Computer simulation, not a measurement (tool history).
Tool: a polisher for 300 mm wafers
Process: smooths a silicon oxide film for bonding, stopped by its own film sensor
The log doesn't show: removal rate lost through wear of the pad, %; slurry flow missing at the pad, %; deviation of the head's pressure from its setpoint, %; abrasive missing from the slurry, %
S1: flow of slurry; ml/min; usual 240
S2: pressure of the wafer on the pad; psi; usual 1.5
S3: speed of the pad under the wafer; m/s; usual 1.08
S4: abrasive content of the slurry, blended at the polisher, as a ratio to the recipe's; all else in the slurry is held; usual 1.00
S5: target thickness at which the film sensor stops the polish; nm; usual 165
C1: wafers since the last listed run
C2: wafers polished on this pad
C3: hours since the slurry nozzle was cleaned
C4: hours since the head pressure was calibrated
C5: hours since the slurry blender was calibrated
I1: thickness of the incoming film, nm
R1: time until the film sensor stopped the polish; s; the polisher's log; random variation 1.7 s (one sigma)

run	hour	S1	S2	S3	S4	S5	C1	C2	C3	C4	C5	I1	R1
1	0.0	240	1.5	1.08	1.20	165	0	919	265.7	247.8	298.8	211.1	89.5
# hour 19.9: slurry blender recalibrated
2	20.3	240	1.5	1.08	1.20	165	95	1015	286.0	268.1	0.4	210.1	87.4
# hour 35.7: worn pad replaced by a new one
3	36.2	240	1.5	1.08	1.00	165	61	2	301.9	284.0	16.3	210.6	96.3
# hour 39.1: slurry nozzle cleaned
# hour 47.7: head pressure recalibrated
4	65.4	240	1.5	1.08	1.00	165	136	138	26.3	17.7	45.5	209.5	87.7
5	83.0	240	1.5	1.08	1.00	165	91	230	43.9	35.3	63.1	213.1	96.2
6	103.8	240	1.5	1.08	1.00	165	108	338	64.7	56.1	83.9	212.2	96.6
7	124.8	240	1.5	1.08	1.05	165	109	447	85.7	77.1	104.9	207.8	82.1
8	138.8	240	1.5	1.08	1.00	165	72	520	99.7	91.1	118.9	209.5	90.8
9	161.5	240	1.5	1.08	0.85	165	118	638	122.4	113.8	141.6	211.0	104.4
10	188.2	240	1.5	1.08	1.00	165	138	777	149.1	140.5	168.3	212.4	94.5
11	206.3	300	1.1	0.92	1.00	165	94	871	167.2	158.6	186.4	207.3	111.2
12	224.7	240	1.9	1.08	1.00	158	95	967	185.6	177.0	204.8	210.9	95.1
# hour 258.8: worn pad replaced by a new one
# hour 282.6: slurry nozzle cleaned
13	302.8	240	1.5	0.84	1.00	150	380	223	20.2	255.1	282.9	207.9	140.7
14	341.5	240	1.6	1.08	1.00	165	201	425	58.9	293.8	321.6	209.4	86.9
# hour 369.9: slurry blender recalibrated
15	373.3	240	1.5	1.08	1.00	176	154	580	90.7	325.6	3.4	208.8	68.2
# hour 382.4: head pressure recalibrated
16	409.2	175	1.1	0.78	1.00	173	176	756	126.6	26.8	39.3	208.6	120.8
17	439.6	240	1.5	0.78	1.00	165	158	914	157.0	57.2	69.7	210.6	125.8
18	473.0	240	1.5	1.08	1.00	152	173	1088	190.4	90.6	103.1	212.3	124.0
19	503.2	240	1.5	0.80	1.00	170	157	1245	220.6	120.8	133.3	206.7	98.5
# hour 509.0: worn pad replaced by a new one
# hour 516.1: slurry nozzle cleaned
20	516.6	215	1.2	1.08	0.90	173	43	34	0.5	134.2	146.7	213.7	95.4
21	539.4	265	1.7	0.94	0.75	165	118	152	23.3	157.0	169.5	209.3	107.8
22	575.0	310	1.5	1.08	1.15	165	185	338	58.9	192.6	205.1	210.9	82.7
23	599.8	240	1.9	1.08	1.00	165	128	467	83.7	217.4	229.9	206.9	74.5
24	628.7	240	1.1	1.08	1.00	165	150	617	112.6	246.3	258.8	211.5	110.9
25	644.9	240	1.5	1.08	1.20	158	84	701	128.8	262.5	275.0	208.3	95.4
26	669.6	240	1.5	1.34	1.00	160	128	829	153.5	287.2	299.7	208.6	87.3
27	690.6	240	1.9	1.08	1.00	158	109	939	174.5	308.2	320.7	211.3	95.5
28	716.1	240	1.5	1.08	1.00	165	132	1071	200.0	333.7	346.2	211.5	95.2
29	739.2	290	1.7	1.28	1.00	165	120	1191	223.1	356.8	369.3	209.2	73.7
# hour 754.9: worn pad replaced by a new one
# hour 762.1: head pressure recalibrated
30	768.6	265	1.7	0.82	0.85	165	121	60	252.5	6.5	398.7	207.9	113.7

Forecast each of these 4 alternatives for the next run:
A	769.1	240	1.5	1.08	1.00	165	2	63	253.0	7.0	399.2	208.8	?
B	769.1	240	1.8	1.40	0.80	151	2	63	253.0	7.0	399.2	208.8	?
C	769.1	270	1.2	1.08	0.80	165	2	63	253.0	7.0	399.2	208.8	?
D	769.1	310	1.5	1.08	1.00	165	2	63	253.0	7.0	399.2	208.8	?

run	R1
A	95.3
B	103.8
C	119.9
D	91.9
Without the tool's hidden state the same runs would have given:
run	R1
A	89.3
B	97.3
C	113.1
D	87.3
